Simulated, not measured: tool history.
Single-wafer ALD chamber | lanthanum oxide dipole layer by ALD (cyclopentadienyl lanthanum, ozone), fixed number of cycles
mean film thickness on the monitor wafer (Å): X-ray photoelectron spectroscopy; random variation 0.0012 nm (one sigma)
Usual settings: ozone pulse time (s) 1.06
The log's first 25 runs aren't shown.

| run | hour | ozone pulse time (s) | wafers since the last listed run | hours since the last thermocouple change | hours since the last ozone generator service | hours since the showerhead was replaced | hours since the gauge calibration | read-back reference wafer on the same gauge, thickness_nm | mean film thickness on the monitor wafer (Å) |
|---|---|---|---|---|---|---|---|---|---|
| 26 | 562.2 | 1.4 | 236 | 170.4 | 247.7 | 96.8 | 75 | 0.466 | 4.89 |
| 27 | 590 | 0.75 | 433 | 198.2 | 275.5 | 124.6 | 102.8 | 0.466 | 4.37 |
| 28 | 625.8 | 1.06 | 557 | 234 | 311.3 | 160.4 | 138.6 | 0.466 | 4.67 |
| 29 | 647.6 | 1.48 | 339 | 255.8 | 333.1 | 182.2 | 160.4 | 0.466 | 4.94 |
| 30 | 674.5 | 1.06 | 419 | 282.7 | 360 | 209.1 | 187.3 | 0.466 | 4.64 |
| 31 | 696.9 | 1.43 | 349 | 305.1 | 382.4 | 231.5 | 209.7 | 0.466 | 4.9 |
| 32 | 718.6 | 0.64 | 338 | 326.8 | 404.1 | 253.2 | 231.4 | 0.466 | 4.19 |
| 33 | 751 | 1.35 | 504 | 359.2 | 436.5 | 285.6 | 263.8 | 0.466 | 4.87 |

5 ways to go on from here, each from the tool as it stands after run 33. What would each give?
| A | 751.4 | 1.26 | 6 | 359.6 | 436.9 | 286 | 264.2 | ? | ? |
| B | 751.4 | 0.89 | 6 | 359.6 | 436.9 | 286 | 264.2 | ? | ? |
| C | 751.4 | 0.73 | 6 | 359.6 | 436.9 | 286 | 264.2 | ? | ? |
| D | 751.4 | 1.29 | 6 | 359.6 | 436.9 | 286 | 264.2 | ? | ? |
| E | 751.4 | 1.18 | 6 | 359.6 | 436.9 | 286 | 264.2 | ? | ? |

| run | read-back reference wafer on the same gauge, thickness_nm | mean film thickness on the monitor wafer (Å) |
|---|---|---|
| A | 0.466 | 4.79 |
| B | 0.466 | 4.49 |
| C | 0.466 | 4.31 |
| D | 0.466 | 4.81 |
| E | 0.466 | 4.74 |
Without the tool's hidden state the same runs would have given:
| run | mean film thickness on the monitor wafer (Å) |
|---|---|
| A | 4.82 |
| B | 4.53 |
| C | 4.35 |
| D | 4.84 |
| E | 4.77 |

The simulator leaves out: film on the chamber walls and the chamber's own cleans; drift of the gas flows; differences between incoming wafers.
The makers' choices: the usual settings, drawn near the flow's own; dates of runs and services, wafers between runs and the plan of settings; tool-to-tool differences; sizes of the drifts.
